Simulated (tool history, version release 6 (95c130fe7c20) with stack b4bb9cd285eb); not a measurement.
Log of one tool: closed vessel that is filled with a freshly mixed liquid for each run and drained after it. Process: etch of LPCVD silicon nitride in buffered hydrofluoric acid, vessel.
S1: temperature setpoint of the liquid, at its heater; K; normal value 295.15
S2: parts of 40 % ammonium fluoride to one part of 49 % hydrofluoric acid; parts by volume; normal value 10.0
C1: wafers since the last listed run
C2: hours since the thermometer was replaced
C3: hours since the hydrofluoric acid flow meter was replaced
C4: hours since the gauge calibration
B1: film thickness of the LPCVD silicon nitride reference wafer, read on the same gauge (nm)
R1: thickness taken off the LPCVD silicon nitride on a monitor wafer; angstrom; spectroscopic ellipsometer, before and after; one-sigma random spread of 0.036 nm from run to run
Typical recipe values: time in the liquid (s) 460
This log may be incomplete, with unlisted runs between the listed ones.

run 1 day=0.000 | S1=295.15 S2=10.0 time_in_the_liquid_(s)=460 | C1=0 C2=711.7 C3=527.6 C4=245.7 | B1=140.00 | R1=70.8
run 2 day=0.608 | S1=295.15 S2=10.0 time_in_the_liquid_(s)=460 | C1=779 C2=726.3 C3=542.2 C4=260.3 | B1=139.98 | R1=70.2
run 3 day=1.208 | S1=295.15 S2=10.0 time_in_the_liquid_(s)=460 | C1=769 C2=740.7 C3=556.6 C4=274.7 | B1=139.98 | R1=70.1
run 4 day=1.633 | S1=295.15 S2=10.0 time_in_the_liquid_(s)=460 | C1=544 C2=750.9 C3=566.8 C4=284.9 | B1=140.01 | R1=70.1
run 5 day=1.929 | S1=295.15 S2=10.0 time_in_the_liquid_(s)=460 | C1=379 C2=758.0 C3=573.9 C4=292.0 | B1=140.00 | R1=70.6
run 6 day=2.312 | S1=295.15 S2=10.0 time_in_the_liquid_(s)=460 | C1=491 C2=767.2 C3=583.1 C4=301.2 | B1=139.97 | R1=70.9
run 7 day=2.675 | S1=295.15 S2=10.0 time_in_the_liquid_(s)=460 | C1=464 C2=775.9 C3=591.8 C4=309.9 | B1=140.00 | R1=70.3
run 8 day=3.400 | S1=295.15 S2=13.0 time_in_the_liquid_(s)=250 | C1=929 C2=793.3 C3=609.2 C4=327.3 | B1=140.01 | R1=30.8
run 9 day=3.996 | S1=295.15 S2=10.0 time_in_the_liquid_(s)=460 | C1=763 C2=807.6 C3=623.5 C4=341.6 | B1=140.00 | R1=70.5
run 10 day=4.696 | S1=295.15 S2=10.0 time_in_the_liquid_(s)=460 | C1=897 C2=824.4 C3=640.3 C4=358.4 | B1=139.98 | R1=71.1
run 11 day=5.379 | S1=292.15 S2=10.0 time_in_the_liquid_(s)=370 | C1=876 C2=840.8 C3=656.7 C4=374.8 | B1=140.04 | R1=48.3
-- day=5.904 hydrofluoric acid flow meter replaced
run 12 day=5.975 | S1=295.15 S2=9.0 time_in_the_liquid_(s)=460 | C1=710 C2=855.1 C3=1.7 C4=389.1 | B1=140.00 | R1=71.8
run 13 day=6.596 | S1=292.65 S2=10.0 time_in_the_liquid_(s)=460 | C1=795 C2=870.0 C3=16.6 C4=404.0 | B1=140.02 | R1=58.9
-- day=7.104 gauge calibrated
run 14 day=7.288 | S1=298.65 S2=10.0 time_in_the_liquid_(s)=460 | C1=886 C2=886.6 C3=33.2 C4=4.4 | B1=140.00 | R1=81.7
run 15 day=7.888 | S1=295.15 S2=7.0 time_in_the_liquid_(s)=705 | C1=769 C2=901.0 C3=47.6 C4=18.8 | B1=139.99 | R1=145.0
run 16 day=8.283 | S1=297.15 S2=7.0 time_in_the_liquid_(s)=460 | C1=507 C2=910.5 C3=57.1 C4=28.3 | B1=140.01 | R1=106.1
run 17 day=8.871 | S1=299.65 S2=10.0 time_in_the_liquid_(s)=460 | C1=753 C2=924.6 C3=71.2 C4=42.4 | B1=140.00 | R1=86.5
run 18 day=9.138 | S1=295.15 S2=10.0 time_in_the_liquid_(s)=460 | C1=341 C2=931.0 C3=77.6 C4=48.8 | B1=140.02 | R1=67.9
run 19 day=9.796 | S1=297.65 S2=13.0 time_in_the_liquid_(s)=685 | C1=844 C2=946.8 C3=93.4 C4=64.6 | B1=140.00 | R1=90.3
run 20 day=10.379 | S1=293.65 S2=8.0 time_in_the_liquid_(s)=535 | C1=747 C2=960.8 C3=107.4 C4=78.6 | B1=140.01 | R1=88.3
-- day=10.588 thermometer replaced
run 21 day=10.842 | S1=290.65 S2=14.0 time_in_the_liquid_(s)=215 | C1=539 C2=6.1 C3=118.5 C4=89.7 | B1=140.01 | R1=17.2
run 22 day=11.212 | S1=293.65 S2=8.5 time_in_the_liquid_(s)=555 | C1=475 C2=15.0 C3=127.4 C4=98.6 | B1=140.00 | R1=82.9
run 23 day=12.104 | S1=295.15 S2=10.0 time_in_the_liquid_(s)=460 | C1=1143 C2=36.4 C3=148.8 C4=120.0 | B1=140.02 | R1=65.7
run 24 day=12.525 | S1=291.15 S2=13.5 time_in_the_liquid_(s)=460 | C1=539 C2=46.5 C3=158.9 C4=130.1 | B1=139.99 | R1=39.4
run 25 day=14.308 | S1=292.15 S2=10.0 time_in_the_liquid_(s)=370 | C1=2286 C2=89.3 C3=201.7 C4=172.9 | B1=140.00 | R1=44.8
run 26 day=14.788 | S1=295.15 S2=10.0 time_in_the_liquid_(s)=460 | C1=614 C2=100.8 C3=213.2 C4=184.4 | B1=140.00 | R1=65.3
run 27 day=15.379 | S1=295.15 S2=10.0 time_in_the_liquid_(s)=460 | C1=758 C2=115.0 C3=227.4 C4=198.6 | B1=139.99 | R1=65.9
run 28 day=15.754 | S1=300.15 S2=10.0 time_in_the_liquid_(s)=560 | C1=480 C2=124.0 C3=236.4 C4=207.6 | B1=139.98 | R1=106.0
run 29 day=16.212 | S1=295.15 S2=10.0 time_in_the_liquid_(s)=460 | C1=587 C2=135.0 C3=247.4 C4=218.6 | B1=140.01 | R1=66.3
run 30 day=16.562 | S1=295.15 S2=10.0 time_in_the_liquid_(s)=695 | C1=448 C2=143.4 C3=255.8 C4=227.0 | B1=140.02 | R1=100.1
run 31 day=16.983 | S1=295.15 S2=10.0 time_in_the_liquid_(s)=460 | C1=539 C2=153.5 C3=265.9 C4=237.1 | B1=139.99 | R1=66.3

Forecast each of these 5 alternatives for the next run:
run A day=17.017 | S1=295.15 S2=10.0 time_in_the_liquid_(s)=460 | C1=42 C2=154.3 C3=266.7 C4=237.9 | B1=? | R1=?
run B day=17.017 | S1=298.15 S2=6.5 time_in_the_liquid_(s)=615 | C1=42 C2=154.3 C3=266.7 C4=237.9 | B1=? | R1=?
run C day=17.017 | S1=291.15 S2=11.5 time_in_the_liquid_(s)=730 | C1=42 C2=154.3 C3=266.7 C4=237.9 | B1=? | R1=?
run D day=17.017 | S1=299.65 S2=6.0 time_in_the_liquid_(s)=320 | C1=42 C2=154.3 C3=266.7 C4=237.9 | B1=? | R1=?
run E day=17.017 | S1=291.15 S2=14.0 time_in_the_liquid_(s)=550 | C1=42 C2=154.3 C3=266.7 C4=237.9 | B1=? | R1=?

run=A B1=139.99 R1=66.9
run=B B1=139.99 R1=159.1
run=C B1=139.99 R1=75.1
run=D B1=139.99 R1=96.1
run=E B1=139.99 R1=46.7
What these runs would have given with no unlogged condition in the tool:
run=A R1=64.7
run=B R1=152.4
run=C R1=71.6
run=D R1=92.1
run=E R1=44.5

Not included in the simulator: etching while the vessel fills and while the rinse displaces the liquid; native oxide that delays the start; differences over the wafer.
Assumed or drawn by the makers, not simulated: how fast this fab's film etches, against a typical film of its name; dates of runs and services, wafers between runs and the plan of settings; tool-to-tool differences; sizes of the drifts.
